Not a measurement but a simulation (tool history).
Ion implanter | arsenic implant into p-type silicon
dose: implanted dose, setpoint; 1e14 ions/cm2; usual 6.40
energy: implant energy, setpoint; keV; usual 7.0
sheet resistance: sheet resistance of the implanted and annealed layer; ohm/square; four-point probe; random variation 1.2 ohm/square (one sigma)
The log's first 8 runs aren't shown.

run     day  dose  energy  wafers since the last listed run  hours since the last dose calibration  hours since the extraction supply was calibrated  hours since the gauge calibration  read-back reference wafer on the same gauge, sheet resistance  sheet resistance
  9   6.550  7.11     7.0                               466                                  948.6                                            6788.3                              398.6                                                         218.91            214.84
 10   7.250  7.11     7.0                               505                                  965.4                                            6805.1                              415.4                                                         218.80            215.74
 11   8.721  6.40     7.0                              1061                                 1000.7                                            6840.4                              450.7                                                         218.84            228.78
 12   9.825  7.17     5.0                               796                                 1027.2                                            6866.9                              477.2                                                         218.42            223.85
 13  10.521  7.90     5.5                               502                                 1043.9                                            6883.6                              493.9                                                         218.87            213.61
 14  11.608  7.84     7.0                               784                                 1070.0                                            6909.7                              520.0                                                         218.85            207.46
     12.308  -- Faraday cup replaced and dose calibrated
 15  12.971  7.48     9.5                               742                                   15.9                                            6942.4                              552.7                                                         219.16            198.15
 16  14.250  4.62     8.0                               922                                   46.6                                            6973.1                              583.4                                                         219.15            266.16
 17  14.896  6.40     7.0                               466                                   62.1                                            6988.6                              598.9                                                         219.19            222.28
     15.708  -- extraction supply calibrated
 18  15.729  7.21     7.5                               360                                   82.1                                               0.5                              618.9                                                         218.95            208.31
     16.112  -- gauge calibrated
 19  16.767  5.86     7.0                               748                                  107.0                                              25.4                               15.7                                                         218.72            233.90
 20  17.862  6.40     7.0                               790                                  133.3                                              51.7                               42.0                                                         219.24            224.12
 21  18.546  7.17     5.0                               493                                  149.7                                              68.1                               58.4                                                         219.38            221.77
 22  19.225  7.17     5.0                               490                                  166.0                                              84.4                               74.7                                                         219.34            220.75
 23  19.792  6.40     7.0                               408                                  179.6                                              98.0                               88.3                                                         219.28            224.31
 24  22.362  7.62     5.5                              1854                                  241.3                                             159.7                              150.0                                                         219.15            214.57
 25  22.896  7.55     7.0                               384                                  254.1                                             172.5                              162.8                                                         219.75            207.89
 26  23.538  7.88     9.5                               462                                  269.5                                             187.9                              178.2                                                         219.01            195.43
 27  24.550  4.72     7.0                               730                                  293.8                                             212.2                              202.5                                                         218.72            271.42
 28  25.525  5.66     5.5                               703                                  317.2                                             235.6                              225.9                                                         218.66            247.35
 29  26.112  7.19     4.5                               423                                  331.3                                             249.7                              240.0                                                         219.18            227.30
 30  26.875  7.62     5.5                               550                                  349.6                                             268.0                              258.3                                                         219.05            216.21
 31  27.688  7.12     6.0                               586                                  369.1                                             287.5                              277.8                                                         219.31            219.34
 32  32.125  5.36     9.0                              3201                                  475.6                                             394.0                              384.3                                                         218.98            245.45
 33  33.142  7.21     9.5                               733                                  500.0                                             418.4                              408.7                                                         218.57            205.20

The next listed run, before its measurement:
 34  34.062  6.40     6.5                               664                                  522.1                                             440.5                              430.8                                                              ?                 ?

{"run 34": {"read-back reference wafer on the same gauge, sheet resistance": 218.57, "sheet resistance": 229.08}}
Without the tool's hidden state the same run would have given sheet resistance 224.25 ohm/square.

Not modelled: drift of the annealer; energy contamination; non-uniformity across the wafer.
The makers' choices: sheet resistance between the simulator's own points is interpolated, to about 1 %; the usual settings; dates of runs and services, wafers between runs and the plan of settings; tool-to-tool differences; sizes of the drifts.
